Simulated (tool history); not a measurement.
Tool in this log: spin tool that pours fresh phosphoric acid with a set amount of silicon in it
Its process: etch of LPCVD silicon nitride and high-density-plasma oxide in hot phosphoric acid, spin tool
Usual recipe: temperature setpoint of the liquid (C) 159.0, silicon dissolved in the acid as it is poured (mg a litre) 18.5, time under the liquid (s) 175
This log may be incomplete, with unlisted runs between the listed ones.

run   hour  temperature setpoint of the liquid (C)  silicon dissolved in the acid as it is poured (mg a litre)  time under the liquid (s)  wafers since the last listed run  hours since the thermometer was replaced  hours since the dissolved silicon flow meter was replaced  hours since the heated supply line was repaired  hours since the gauge calibration  read-back film thickness of the LPCVD silicon nitride reference wafer, read on the same gauge (nm)  read-back film thickness of the high-density-plasma oxide reference wafer, read on the same gauge (nm)  thickness taken off the LPCVD silicon nitride on a monitor wafer (angstrom)  thickness taken off the high-density-plasma oxide on a monitor wafer (angstrom)
  1    0.0                                   159.0                                                        18.5                        175                                 0                                    2114.0                                                      565.1                                             11.5                               23.9                                                                                              110.04                                                                                                  80.029                                                                        106.4                                                                             5.54
  2   10.7                                   159.0                                                        18.5                        175                                90                                    2124.7                                                      575.8                                             22.2                               34.6                                                                                              110.01                                                                                                  79.992                                                                        107.5                                                                             5.08
  3   19.2                                   160.0                                                        22.5                        175                                72                                    2133.2                                                      584.3                                             30.7                               43.1                                                                                              109.99                                                                                                  79.983                                                                        111.0                                                                             5.52
      25.7  -- dissolved silicon flow meter replaced
  4   29.7                                   156.5                                                        18.5                        105                                80                                    2143.7                                                        4.0                                             41.2                               53.6                                                                                              110.00                                                                                                  79.960                                                                         58.2                                                                             2.66
  5   43.3                                   159.0                                                        18.5                        175                               115                                    2157.3                                                       17.6                                             54.8                               67.2                                                                                              109.99                                                                                                  79.974                                                                        107.0                                                                             5.53
  6   56.1                                   161.0                                                         9.0                        210                               108                                    2170.1                                                       30.4                                             67.6                               80.0                                                                                              110.00                                                                                                  79.989                                                                        136.5                                                                             9.53
  7   73.0                                   159.0                                                        26.5                        175                               143                                    2187.0                                                       47.3                                             84.5                               96.9                                                                                              109.99                                                                                                  80.027                                                                        106.8                                                                             4.79
      80.1  -- thermometer replaced
  8   82.8                                   158.0                                                        18.5                        130                                74                                       2.7                                                       57.1                                             94.3                              106.7                                                                                              109.99                                                                                                  80.047                                                                         84.2                                                                             4.55
  9   90.4                                   159.0                                                        18.5                        270                                64                                      10.3                                                       64.7                                            101.9                              114.3                                                                                              109.97                                                                                                  79.969                                                                        179.8                                                                             9.95
 10   98.6                                   159.0                                                        31.0                        230                                69                                      18.5                                                       72.9                                            110.1                              122.5                                                                                              110.02                                                                                                  80.018                                                                        153.4                                                                             5.84
 11  105.7                                   159.0                                                        18.5                        175                                60                                      25.6                                                       80.0                                            117.2                              129.6                                                                                              110.00                                                                                                  79.967                                                                        116.2                                                                             6.22
 12  115.0                                   159.0                                                        12.5                        240                                78                                      34.9                                                       89.3                                            126.5                              138.9                                                                                              109.98                                                                                                  79.961                                                                        159.0                                                                             9.74
 13  132.5                                   159.0                                                        18.5                        175                               148                                      52.4                                                      106.8                                            144.0                              156.4                                                                                              110.01                                                                                                  80.046                                                                        115.8                                                                             6.38
 14  139.6                                   160.5                                                        13.5                        175                                60                                      59.5                                                      113.9                                            151.1                              163.5                                                                                              109.97                                                                                                  80.011                                                                        121.4                                                                             8.00
 15  146.0                                   157.5                                                        29.5                        140                                54                                      65.9                                                      120.3                                            157.5                              169.9                                                                                              110.00                                                                                                  79.974                                                                         88.0                                                                             3.66
 16  152.3                                   161.0                                                        24.0                         95                                53                                      72.2                                                      126.6                                            163.8                              176.2                                                                                              110.01                                                                                                  80.016                                                                         67.2                                                                             3.43
 17  161.1                                   159.0                                                        18.5                        175                                74                                      81.0                                                      135.4                                            172.6                              185.0                                                                                              109.98                                                                                                  80.000                                                                        115.8                                                                             6.73
 18  177.2                                   159.0                                                        18.5                        220                               136                                      97.1                                                      151.5                                            188.7                              201.1                                                                                              110.02                                                                                                  80.049                                                                        145.1                                                                             7.97
 19  194.1                                   160.5                                                        29.0                        100                               143                                     114.0                                                      168.4                                            205.6                              218.0                                                                                              109.98                                                                                                  80.025                                                                         69.2                                                                             3.00
 20  210.5                                   161.0                                                        30.0                        205                               139                                     130.4                                                      184.8                                            222.0                              234.4                                                                                              110.04                                                                                                  80.004                                                                        145.3                                                                             6.25

Some steps in thickness taken off the LPCVD silicon nitride on a monitor wafer (angstrom) between neighbouring runs. How much of each would the tool show without its hidden state too (settings, what came in, random variation), and how much is left for the hidden state, with any gauge scatter that isn't in both results?
What the log doesn't record here: liquid colder than its thermometer reads (K); dissolved silicon flow below the setpoint (%); temperature lost on the way to the wafer (K); gauge reads high (%).
Run 3 -> 4: temperature setpoint of the liquid (C) 160.0 -> 156.5, silicon dissolved in the acid as it is poured (mg a litre) 22.5 -> 18.5, time under the liquid (s) 175 -> 105, dissolved silicon flow meter replaced. thickness taken off the LPCVD silicon nitride on a monitor wafer (angstrom) -52.8: hidden state +3.8, all else -56.6.
Run 7 -> 8: temperature setpoint of the liquid (C) 159.0 -> 158.0, silicon dissolved in the acid as it is poured (mg a litre) 26.5 -> 18.5, time under the liquid (s) 175 -> 130, thermometer replaced. thickness taken off the LPCVD silicon nitride on a monitor wafer (angstrom) -22.6: hidden state +9.2, all else -31.8.
Run 8 -> 9: temperature setpoint of the liquid (C) 158.0 -> 159.0, time under the liquid (s) 130 -> 270. thickness taken off the LPCVD silicon nitride on a monitor wafer (angstrom) +95.6: hidden state -0.4, all else +96.0.
Run 19 -> 20: temperature setpoint of the liquid (C) 160.5 -> 161.0, silicon dissolved in the acid as it is poured (mg a litre) 29.0 -> 30.0, time under the liquid (s) 100 -> 205. thickness taken off the LPCVD silicon nitride on a monitor wafer (angstrom) +76.1: hidden state -0.7, all else +76.8.

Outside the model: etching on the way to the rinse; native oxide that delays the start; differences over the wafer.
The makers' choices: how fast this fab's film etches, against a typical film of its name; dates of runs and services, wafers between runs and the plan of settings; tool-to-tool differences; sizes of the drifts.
